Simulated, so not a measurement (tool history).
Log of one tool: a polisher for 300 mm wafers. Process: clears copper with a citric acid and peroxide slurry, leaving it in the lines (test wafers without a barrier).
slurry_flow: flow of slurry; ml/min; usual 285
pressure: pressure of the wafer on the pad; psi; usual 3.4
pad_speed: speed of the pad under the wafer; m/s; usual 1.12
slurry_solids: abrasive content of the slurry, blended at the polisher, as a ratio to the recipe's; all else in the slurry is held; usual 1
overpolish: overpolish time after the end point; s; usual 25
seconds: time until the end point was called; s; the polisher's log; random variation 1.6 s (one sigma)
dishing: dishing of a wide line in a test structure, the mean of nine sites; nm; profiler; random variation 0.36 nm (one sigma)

run	hour	slurry_flow	pressure	pad_speed	slurry_solids	overpolish	incoming thickness of the incoming film, nm	seconds	dishing
1	0	285	3.4	1.12	1	25	341.3	117.9	36.1
# hour 25.5: slurry nozzle cleaned
2	108	340	3.4	1.12	1	25	336.8	113.1	36.8
# hour 166: worn pad replaced by a new one
# hour 178.1: head pressure recalibrated
3	203.5	340	3.4	1.12	1	25	344.2	121.8	35.1
4	283.4	340	3.4	1.12	1	25	337.5	119.9	35.4
# hour 300: slurry blender recalibrated
5	320.4	285	3.4	1.12	1	25	340	122	34.8
6	360.6	285	3.4	1.12	1	25	333.9	121.6	35
# hour 404.9: slurry nozzle cleaned
7	438.6	285	3.4	1.12	1	25	342.5	123.5	35.4
8	478	285	3.4	1.12	1	25	333.4	116.6	35.8
# hour 553.5: worn pad replaced by a new one
9	576.6	285	3.4	1.12	1	25	342.2	117.6	35.3
10	642.9	285	3.4	1.12	1	25	343	121.2	35.3
# hour 660.3: slurry blender recalibrated
11	679.7	285	3.4	1.12	1	25	345.1	123.4	35.8
# hour 764.6: slurry nozzle cleaned
12	771.3	285	3.4	1.12	1.1	25	338.3	116.3	35.5
13	811	285	3.4	1.12	1.1	25	335.8	116.2	35.5
14	889.8	285	3.4	1.12	1	25	340.9	119.1	36.2
# hour 930.5: worn pad replaced by a new one
15	965	215	3.4	0.98	1	13	342.9	138.6	19.1
# hour 1031.3: slurry blender recalibrated
16	1066.9	285	3.4	1.12	1	25	344.1	119.2	35.9
17	1110.4	335	3.4	1.12	1	25	335.3	112.5	37
# hour 1119.9: slurry nozzle cleaned
18	1160.8	285	3.4	1.28	1	15	339.5	100	26.8
# hour 1249.2: head pressure recalibrated
19	1263.9	285	3.4	1.12	1	25	339.9	111.5	37.2
# hour 1285.9: worn pad replaced by a new one
20	1349.2	285	3.4	1.28	1	31	332.7	96.2	45.4
# hour 1398.4: slurry blender recalibrated
21	1409.3	285	3.4	1.12	1	25	339.9	110.8	37.4
# hour 1492: slurry nozzle cleaned
22	1494.7	285	3.4	1.42	1	17	339.7	87.9	33.7
23	1554	240	2.9	1.12	1.2	38	344.5	126.6	45.6
# hour 1575.9: head pressure recalibrated, repeated, since the last time left the tool worse
24	1627.3	285	4.2	0.98	1	25	342.3	114.1	36.6
# hour 1692.2: worn pad replaced by a new one
25	1694.7	285	3.8	1.12	0.85	20	341.3	113.3	31.9
26	1796.2	285	4	1.12	1	25	343.4	103.8	38
# hour 1803.3: slurry blender recalibrated
27	1863.3	285	3.4	1.12	1.2	16	342.8	119.5	25.7
28	1905.8	285	3.4	1.12	1	25	334.7	116.9	35.4

Forecast each of these 4 alternatives for the next run:
A	1906.3	285	3.4	1.12	1	25	334.4	?	?
B	1906.3	345	3.4	1.12	0.8	25	334.4	?	?
C	1906.3	355	3.4	1.12	0.85	25	334.4	?	?
D	1906.3	285	3.4	0.8	0.8	25	334.4	?	?

run	seconds	dishing
A	118.2	35.2
B	119.3	35
C	118.4	35.2
D	168	27.2
Without the tool's hidden state the same runs would have given:
run	seconds	dishing
A	122.7	34.3
B	123.9	34
C	123	34.2
D	174.4	26.4
